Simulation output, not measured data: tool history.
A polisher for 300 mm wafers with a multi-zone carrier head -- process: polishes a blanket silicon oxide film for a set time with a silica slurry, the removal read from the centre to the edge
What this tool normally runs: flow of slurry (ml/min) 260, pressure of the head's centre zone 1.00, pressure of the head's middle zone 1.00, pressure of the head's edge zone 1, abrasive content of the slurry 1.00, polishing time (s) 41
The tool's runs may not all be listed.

run     day  flow of slurry (ml/min)  pressure of the head's centre zone  pressure of the head's middle zone  pressure of the head's edge zone  abrasive content of the slurry  polishing time (s)  wafers since the last listed run  wafers polished on this pad  hours since the slurry nozzle was cleaned  hours since the centre zone pressure was calibrated  hours since the edge zone pressure was calibrated  hours since the carrier head's membrane was replaced  incoming thickness of the incoming film, nm  film removed at the wafer's centre (Å)  film removed at mid-radius (Å)  film removed at the wafer's edge (Å)
  1   0.000                      260                                1.00                                1.00                                 1                            1.00                  41                                 0                          157                                      208.9                                               1085.1                                              582.7                                                1359.3                                        815.9                                    1861                            1663                                  1699
  2   1.896                      260                                1.00                                1.00                                 1                            1.00                  41                               521                          679                                      254.4                                               1130.6                                              628.2                                                1404.8                                        821.5                                    1804                            1650                                  1698
  3   2.946                      260                                1.00                                1.00                                 1                            1.00                  41                               288                          967                                      279.6                                               1155.8                                              653.4                                                1430.0                                        822.6                                    1862                            1658                                  1708
  4   4.775                      260                                1.00                                1.00                                 1                            1.00                  41                               502                         1470                                      323.5                                               1199.7                                              697.3                                                1473.9                                        812.8                                    1818                            1683                                  1702
  5   6.054                      260                                1.00                                1.00                                 1                            1.00                  41                               351                         1822                                      354.2                                               1230.4                                              728.0                                                1504.6                                        818.5                                    1871                            1672                                  1687
  6   7.858                      260                                1.00                                1.00                                 1                            1.00                  41                               495                         2318                                      397.5                                               1273.7                                              771.3                                                1547.9                                        814.5                                    1830                            1661                                  1702
      8.600  -- centre zone pressure recalibrated
      9.038  -- worn pad replaced by a new one
  7   9.058                      260                                1.00                                1.00                                 1                            1.00                  41                               261                            6                                      426.3                                                 11.0                                              800.1                                                1576.7                                        816.3                                    1621                            1680                                  1712
      9.821  -- edge zone pressure recalibrated
  8  10.225                      260                                1.00                                1.00                                 1                            1.00                  41                               297                          303                                      454.3                                                 39.0                                                9.7                                                1604.7                                        817.6                                    1622                            1661                                  1706
     11.167  -- slurry nozzle cleaned
  9  12.421                      260                                1.00                                1.00                                 1                            1.00                  41                               592                          895                                       30.1                                                 91.7                                               62.4                                                1657.4                                        821.6                                    1692                            1646                                  1699
 10  14.254                      260                                1.00                                1.00                                 1                            1.00                  41                               503                         1399                                       74.1                                                135.7                                              106.4                                                1701.4                                        814.5                                    1708                            1671                                  1710
 11  16.946                      260                                1.04                                0.94                                 1                            1.00                  41                               739                         2139                                      138.7                                                200.3                                              171.0                                                1766.0                                        808.8                                    1808                            1585                                  1711
     17.988  -- worn pad replaced by a new one
     18.525  -- carrier head's membrane replaced by a new one
 12  18.546                      260                                1.00                                1.00                                 1                            1.00                  41                               336                           96                                      177.1                                                238.7                                              209.4                                                   0.5                                        831.1                                    1729                            1671                                  1682
 13  20.496                      260                                1.04                                0.92                                 1                            1.00                  49                               536                          632                                      223.9                                                285.5                                              256.2                                                  47.3                                        817.6                                    2163                            1849                                  2044
 14  22.350                      260                                1.08                                1.00                                 1                            0.75                  41                               509                         1141                                      268.4                                                330.0                                              300.7                                                  91.8                                        832.0                                    1589                            1405                                  1406

Expected results for the next run?
 15  25.071                      260                                1.05                                1.00                                 1                            1.00                  41                               747                         1889                                      333.7                                                395.3                                              366.0                                                 157.1                                        817.7                                       ?                               ?                                     ?

Run 15 yielded film removed at the wafer's centre (Å) 1875, film removed at mid-radius (Å) 1679, film removed at the wafer's edge (Å) 1699.
On a tool with no hidden condition, and with the same random variation, this run would have come out at film removed at the wafer's centre (Å) 1757, film removed at mid-radius (Å) 1680, film removed at the wafer's edge (Å) 1699.
